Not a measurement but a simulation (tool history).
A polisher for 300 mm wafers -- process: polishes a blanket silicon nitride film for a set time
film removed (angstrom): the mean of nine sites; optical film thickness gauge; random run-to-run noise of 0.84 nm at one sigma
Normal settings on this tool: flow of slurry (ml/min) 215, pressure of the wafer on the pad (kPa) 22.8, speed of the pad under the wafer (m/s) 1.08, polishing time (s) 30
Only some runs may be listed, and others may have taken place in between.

run     day  flow of slurry (ml/min)  pressure of the wafer on the pad (kPa)  speed of the pad under the wafer (m/s)  polishing time (s)  incoming thickness of the incoming film, nm  film removed (angstrom)
  1   0.000                      215                                    22.8                                    1.08                  30                                        613.2                      562
  2   2.212                      215                                    22.8                                    1.08                  30                                        620.3                      558
  3   6.533                      215                                    22.8                                    1.08                  30                                        625.9                      546
  4  10.221                      215                                    22.8                                    1.08                  30                                        619.5                      545
  5  12.050                      215                                    22.8                                    1.08                  30                                        620.5                      543
     13.925  -- worn pad replaced by a new one
  6  14.662                      215                                    22.8                                    1.08                  30                                        630.9                      598
  7  18.525                      215                                    22.8                                    1.08                  30                                        630.5                      563
  8  20.075                      235                                    22.8                                    1.08                  30                                        612.2                      565
  9  21.796                      235                                    22.8                                    1.08                  30                                        623.5                      565
     22.729  -- slurry nozzle cleaned
 10  25.225                      235                                    22.8                                    1.08                  27                                        623.8                      507
     27.804  -- head pressure recalibrated
 11  27.825                      235                                    22.8                                    1.08                  27                                        613.8                      489
 12  30.467                      215                                    22.8                                    1.08                  30                                        606.2                      530
 13  32.725                      215                                    22.8                                    1.08                  30                                        613.3                      522
     34.517  -- worn pad replaced by a new one
 14  34.538                      215                                    22.8                                    1.08                  30                                        631.6                      607
 15  37.125                      215                                    22.8                                    1.08                  30                                        612.5                      590
 16  38.629                      215                                    22.8                                    1.08                  30                                        610.6                      576
 17  41.442                      215                                    22.8                                    1.38                  25                                        618.6                      565
     44.254  -- slurry nozzle cleaned
 18  45.254                      215                                    22.8                                    1.08                  30                                        620.0                      541
 19  47.262                      215                                    22.8                                    1.08                  30                                        629.3                      546
 20  50.554                      170                                    22.8                                    1.42                  25                                        613.2                      549
 21  52.604                      215                                    22.8                                    0.78                  30                                        623.2                      421
     53.642  -- worn pad replaced by a new one
 22  54.338                      215                                    22.8                                    1.08                  30                                        617.7                      581
 23  55.921                      170                                    22.8                                    1.42                  25                                        620.1                      584
 24  58.229                      215                                    22.8                                    1.24                  30                                        620.2                      620
 25  60.567                      235                                    22.8                                    1.08                  30                                        627.0                      557
 26  63.112                      215                                    22.8                                    1.18                  27                                        616.7                      514
 27  66.562                      215                                    22.8                                    1.08                  22                                        617.9                      397
     67.925  -- slurry nozzle cleaned
 28  71.392                      215                                    22.8                                    1.08                  30                                        610.2                      521
     74.650  -- worn pad replaced by a new one
 29  75.304                      215                                    22.8                                    1.08                  30                                        628.5                      590
 30  77.312                      215                                    25.5                                    1.08                  23                                        621.8                      494
     78.858  -- head pressure recalibrated
 31  81.808                      190                                    22.8                                    1.08                  20                                        622.3                      361
 32  85.404                      255                                    22.8                                    0.80                  36                                        622.6                      524
 33  87.633                      185                                    22.8                                    1.08                  39                                        620.9                      712
 34  90.138                      170                                    26.2                                    0.78                  26                                        627.9                      397
     92.200  -- slurry nozzle cleaned
 35  93.783                      215                                    29.0                                    1.08                  26                                        609.1                      605
 36  96.525                      215                                    22.8                                    1.08                  30                                        611.8                      543

Here are 5 independent what-if runs from the current tool condition. What would each one return?
  A  96.542                      215                                    22.8                                    1.08                  30                                        626.4                        ?
  B  96.542                      255                                    22.8                                    0.82                  30                                        626.4                        ?
  C  96.542                      270                                    15.9                                    1.20                  30                                        626.4                        ?
  D  96.542                      250                                    25.5                                    1.18                  25                                        626.4                        ?
  E  96.542                      245                                    22.8                                    0.78                  30                                        626.4                        ?

run  film removed (angstrom)
  A                      529
  B                      433
  C                      412
  D                      540
  E                      414
Without the tool's unlogged condition, the same runs would have read:
run  film removed (angstrom)
  A                      608
  B                      498
  C                      474
  D                      621
  E                      476
